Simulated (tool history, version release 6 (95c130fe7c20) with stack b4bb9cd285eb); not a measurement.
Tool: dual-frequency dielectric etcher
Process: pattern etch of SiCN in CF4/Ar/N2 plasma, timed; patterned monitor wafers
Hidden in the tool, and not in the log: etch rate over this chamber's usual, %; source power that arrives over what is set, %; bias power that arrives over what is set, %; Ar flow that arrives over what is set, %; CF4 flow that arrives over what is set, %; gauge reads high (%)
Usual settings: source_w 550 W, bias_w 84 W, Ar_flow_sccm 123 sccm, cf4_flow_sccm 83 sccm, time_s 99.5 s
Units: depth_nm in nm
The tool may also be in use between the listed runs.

| run | hour | source_w | bias_w | Ar_flow_sccm | cf4_flow_sccm | time_s | wafers since the last listed run | hours since the last wet clean | hours since the last source power generator calibration | hours since the last bias power generator calibration | hours since the last Ar flow controller change | hours since the last CF4 flow controller change | hours since the last upper electrode change | hours since the gauge calibration | read-back reference wafer on the same gauge, depth_nm | depth_nm |
|---|---|---|---|---|---|---|---|---|---|---|---|---|---|---|---|---|
| 1 | 0 | 550 | 84 | 104 | 83 | 99.5 | 0 | 367.7 | 2393 | 4102.7 | 4138.2 | 2097.3 | 2492.1 | 312.8 | 91 | 118.9 |
|  | 11 | wet clean of the chamber |
| 2 | 50.1 | 550 | 84 | 104 | 83 | 99.5 | 339 | 39.1 | 2443.1 | 4152.8 | 4188.3 | 2147.4 | 2542.2 | 362.9 | 91 | 116.8 |
| 3 | 89.6 | 550 | 84 | 123 | 83 | 99.5 | 342 | 78.6 | 2482.6 | 4192.3 | 4227.8 | 2186.9 | 2581.7 | 402.4 | 91 | 115 |
| 4 | 151 | 550 | 84 | 123 | 83 | 99.5 | 532 | 140 | 2544 | 4253.7 | 4289.2 | 2248.3 | 2643.1 | 463.8 | 91 | 114.3 |
|  | 159.9 | gauge calibrated |
| 5 | 193.1 | 550 | 84 | 123 | 83 | 99.5 | 365 | 182.1 | 2586.1 | 4295.8 | 4331.3 | 2290.4 | 2685.2 | 33.2 | 91 | 114.4 |
| 6 | 217.2 | 550 | 84 | 123 | 83 | 115 | 209 | 206.2 | 2610.2 | 4319.9 | 4355.4 | 2314.5 | 2709.3 | 57.3 | 91.1 | 132.9 |
| 7 | 253.9 | 550 | 84 | 123 | 83 | 115 | 318 | 242.9 | 2646.9 | 4356.6 | 4392.1 | 2351.2 | 2746 | 94 | 91.1 | 132.8 |
|  | 261.7 | source power generator calibrated |
|  | 296.5 | CF4 flow controller replaced |
| 8 | 325.3 | 550 | 84 | 123 | 83 | 115 | 532 | 314.3 | 63.6 | 4428 | 4463.5 | 28.8 | 2817.4 | 165.4 | 90.9 | 133.9 |
|  | 374.7 | upper electrode replaced |
| 9 | 380 | 550 | 84 | 123 | 83 | 99.5 | 266 | 369 | 118.3 | 4482.7 | 4518.2 | 83.5 | 5.3 | 220.1 | 90.9 | 116.7 |
|  | 421.4 | wet clean of the chamber |
| 10 | 445.7 | 550 | 84 | 123 | 62 | 113.5 | 361 | 24.3 | 184 | 4548.4 | 4583.9 | 149.2 | 71 | 285.8 | 90.9 | 125.7 |
|  | 467.2 | Ar flow controller replaced |
| 11 | 516 | 550 | 84 | 123 | 83 | 110.5 | 558 | 94.6 | 254.3 | 4618.7 | 48.8 | 219.5 | 141.3 | 356.1 | 90.9 | 128 |
|  | 566 | bias power generator calibrated |
| 12 | 583.8 | 550 | 103 | 123 | 83 | 99.5 | 553 | 162.4 | 322.1 | 17.8 | 116.6 | 287.3 | 209.1 | 423.9 | 91 | 122 |
| 13 | 643.4 | 670 | 95 | 110 | 63 | 99.5 | 517 | 222 | 381.7 | 77.4 | 176.2 | 346.9 | 268.7 | 483.5 | 91 | 131.7 |
|  | 651.6 | gauge calibrated |
| 14 | 673 | 550 | 84 | 153 | 93 | 99.5 | 256 | 251.6 | 411.3 | 107 | 205.8 | 376.5 | 298.3 | 21.4 | 91 | 114.5 |
| 15 | 722.3 | 650 | 84 | 150 | 83 | 122 | 427 | 300.9 | 460.6 | 156.3 | 255.1 | 425.8 | 347.6 | 70.7 | 90.9 | 152.9 |
| 16 | 757.9 | 550 | 99 | 123 | 83 | 99.5 | 309 | 336.5 | 496.2 | 191.9 | 290.7 | 461.4 | 383.2 | 106.3 | 91 | 122.5 |
|  | 784.5 | wet clean of the chamber |
| 17 | 827.8 | 550 | 84 | 123 | 83 | 99.5 | 398 | 43.3 | 566.1 | 261.8 | 360.6 | 531.3 | 453.1 | 176.2 | 91 | 114.7 |
| 18 | 862.6 | 550 | 84 | 123 | 83 | 99.5 | 302 | 78.1 | 600.9 | 296.6 | 395.4 | 566.1 | 487.9 | 211 | 91 | 114.2 |

The tool's hidden state at each run:
source power that arrives over what is set, %: 0 in every run
bias power that arrives over what is set, %: 0 in every run
Ar flow that arrives over what is set, %: 0 in every run
CF4 flow that arrives over what is set, %: 0 in every run
gauge reads high (%): 0 in every run
H1: etch rate over this chamber's usual, %
| run | H1 |
|---|---|
| 1 | 1.77 |
| 2 | 0.115 |
| 3 | 0.329 |
| 4 | 0.662 |
| 5 | 0.891 |
| 6 | 1.02 |
| 7 | 1.22 |
| 8 | 1.61 |
| 9 | 1.91 |
| 10 | 0.575 |
| 11 | 0.957 |
| 12 | 1.32 |
| 13 | 1.65 |
| 14 | 1.81 |
| 15 | 2.08 |
| 16 | 2.27 |
| 17 | 0.333 |
| 18 | 0.522 |
